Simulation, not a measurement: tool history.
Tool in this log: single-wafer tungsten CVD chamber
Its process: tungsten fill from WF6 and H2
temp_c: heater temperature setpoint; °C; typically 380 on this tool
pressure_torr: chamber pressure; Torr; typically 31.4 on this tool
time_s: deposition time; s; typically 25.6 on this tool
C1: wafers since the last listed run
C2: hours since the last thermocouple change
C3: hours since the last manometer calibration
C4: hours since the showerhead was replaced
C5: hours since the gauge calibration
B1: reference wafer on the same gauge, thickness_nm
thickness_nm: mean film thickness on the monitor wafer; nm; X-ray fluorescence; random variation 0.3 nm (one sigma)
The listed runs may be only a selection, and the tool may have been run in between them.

Run 1, hour 0.0: usual settings; C1 0; C2 2119.0; C3 751.0; C4 6600.9; C5 783.0; B1 57.072. Result: thickness_nm 52.426 nm.
Run 2, hour 36.4: usual settings; C1 601; C2 2155.4; C3 787.4; C4 6637.3; C5 819.4; B1 57.167. Result: thickness_nm 52.155 nm.
Run 3, hour 86.3: usual settings; C1 825; C2 2205.3; C3 837.3; C4 6687.2; C5 869.3; B1 57.204. Result: thickness_nm 52.083 nm.
Run 4, hour 128.4: usual settings; C1 696; C2 2247.4; C3 879.4; C4 6729.3; C5 911.4; B1 57.100. Result: thickness_nm 52.094 nm.
Run 5, hour 180.2: usual settings but temp_c 388 °C; C1 856; C2 2299.2; C3 931.2; C4 6781.1; C5 963.2; B1 57.252. Result: thickness_nm 60.908 nm.
Run 6, hour 239.6: usual settings but temp_c 388 °C; C1 982; C2 2358.6; C3 990.6; C4 6840.5; C5 1022.6; B1 57.106. Result: thickness_nm 60.717 nm.
Run 7, hour 288.0: usual settings but temp_c 374 °C; C1 800; C2 2407.0; C3 1039.0; C4 6888.9; C5 1071.0; B1 57.023. Result: thickness_nm 46.376 nm.
Run 8, hour 314.4: usual settings but temp_c 374 °C; C1 436; C2 2433.4; C3 1065.4; C4 6915.3; C5 1097.4; B1 57.263. Result: thickness_nm 46.489 nm.
Run 9, hour 347.7: usual settings but temp_c 374 °C; C1 550; C2 2466.7; C3 1098.7; C4 6948.6; C5 1130.7; B1 57.087. Result: thickness_nm 46.779 nm.
Run 10, hour 384.0: usual settings; C1 600; C2 2503.0; C3 1135.0; C4 6984.9; C5 1167.0; B1 57.223. Result: thickness_nm 52.673 nm.
Run 11, hour 418.2: usual settings but temp_c 372 °C, time_s 23.2 s; C1 565; C2 2537.2; C3 1169.2; C4 7019.1; C5 1201.2; B1 57.227. Result: thickness_nm 40.631 nm.
Run 12, hour 460.7: usual settings but time_s 27.6 s; C1 702; C2 2579.7; C3 1211.7; C4 7061.6; C5 1243.7; B1 57.261. Result: thickness_nm 56.726 nm.
At hour 491.9: showerhead replaced.
At hour 508.6: gauge calibrated.
Run 13, hour 523.8: usual settings but time_s 27.6 s; C1 911; C2 2642.8; C3 1274.8; C4 31.9; C5 15.2; B1 57.256. Result: thickness_nm 56.642 nm.
Run 14, hour 573.7: usual settings but time_s 27.6 s; C1 825; C2 2692.7; C3 1324.7; C4 81.8; C5 65.1; B1 57.070. Result: thickness_nm 56.513 nm.
At hour 639.6: thermocouple changed; heater temperature recalibrated.
Run 15, hour 645.3: usual settings; C1 1051; C2 5.7; C3 1396.3; C4 153.4; C5 136.7; B1 57.221. Result: thickness_nm 52.188 nm.
Run 16, hour 700.8: usual settings but pressure_torr 35.5 Torr; C1 917; C2 61.2; C3 1451.8; C4 208.9; C5 192.2; B1 57.246. Result: thickness_nm 55.179 nm.
Run 17, hour 761.0: usual settings but temp_c 392 °C, pressure_torr 35.1 Torr; C1 995; C2 121.4; C3 1512.0; C4 269.1; C5 252.4; B1 57.290. Result: thickness_nm 69.684 nm.
Run 18, hour 785.4: usual settings but temp_c 395 °C, pressure_torr 25.8 Torr, time_s 21.9 s; C1 403; C2 145.8; C3 1536.4; C4 293.5; C5 276.8; B1 57.127. Result: thickness_nm 53.411 nm.
Run 19, hour 814.2: usual settings but temp_c 367 °C; C1 476; C2 174.6; C3 1565.2; C4 322.3; C5 305.6; B1 57.147. Result: thickness_nm 40.439 nm.
Run 20, hour 873.0: usual settings but temp_c 394 °C, pressure_torr 29.3 Torr, time_s 20.7 s; C1 972; C2 233.4; C3 1624.0; C4 381.1; C5 364.4; B1 57.137. Result: thickness_nm 53.280 nm.
Run 21, hour 908.4: usual settings but time_s 24.1 s; C1 585; C2 268.8; C3 1659.4; C4 416.5; C5 399.8; B1 57.233. Result: thickness_nm 49.125 nm.
Run 22, hour 938.7: usual settings but pressure_torr 34.7 Torr, time_s 20.7 s; C1 501; C2 299.1; C3 1689.7; C4 446.8; C5 430.1; B1 57.240. Result: thickness_nm 44.082 nm.
Run 23, hour 979.4: usual settings but time_s 27.6 s; C1 672; C2 339.8; C3 1730.4; C4 487.5; C5 470.8; B1 57.170. Result: thickness_nm 56.479 nm.
At hour 994.4: capacitance manometer re-zeroed and calibrated.
Run 24, hour 1049.2: usual settings but pressure_torr 26.9 Torr, time_s 30.3 s; C1 1021; C2 409.6; C3 54.8; C4 557.3; C5 540.6; B1 57.284. Result: thickness_nm 57.579 nm.
Run 25, hour 1077.0: usual settings; C1 459; C2 437.4; C3 82.6; C4 585.1; C5 568.4; B1 57.181. Result: thickness_nm 52.401 nm.
Run 26, hour 1103.8: usual settings but temp_c 365 °C, pressure_torr 36.4 Torr, time_s 30.6 s; C1 443; C2 464.2; C3 109.4; C4 611.9; C5 595.2; B1 57.122. Result: thickness_nm 50.091 nm.
Run 27, hour 1185.1: usual settings; C1 1344; C2 545.5; C3 190.7; C4 693.2; C5 676.5; B1 57.166. Result: thickness_nm 52.789 nm.
Run 28, hour 1220.0: usual settings but pressure_torr 25.8 Torr, time_s 29.5 s; C1 577; C2 580.4; C3 225.6; C4 728.1; C5 711.4; B1 57.243. Result: thickness_nm 54.990 nm.
Run 29, hour 1244.8: usual settings but temp_c 384 °C, time_s 23.2 s; C1 410; C2 605.2; C3 250.4; C4 752.9; C5 736.2; B1 57.105. Result: thickness_nm 51.226 nm.
Run 30, hour 1308.3: usual settings but temp_c 366 °C, pressure_torr 37.5 Torr, time_s 21.4 s; C1 1049; C2 668.7; C3 313.9; C4 816.4; C5 799.7; B1 57.275. Result: thickness_nm 35.965 nm.
Run 31, hour 1349.9: usual settings but pressure_torr 36.7 Torr; C1 687; C2 710.3; C3 355.5; C4 858.0; C5 841.3; B1 57.175. Result: thickness_nm 56.744 nm.

Hidden condition of the tool, last listed run before each entry between runs versus first listed run after:
Runs 12 to 13: showerhead replaced (hour 491.9); gauge calibrated (hour 508.6)
  both runs share identical hidden conditions
Runs 14 to 15: thermocouple changed; heater temperature recalibrated (hour 639.6)
  both runs share identical hidden conditions
Runs 23 to 24: capacitance manometer re-zeroed and calibrated (hour 994.4)
  both runs share identical hidden conditions
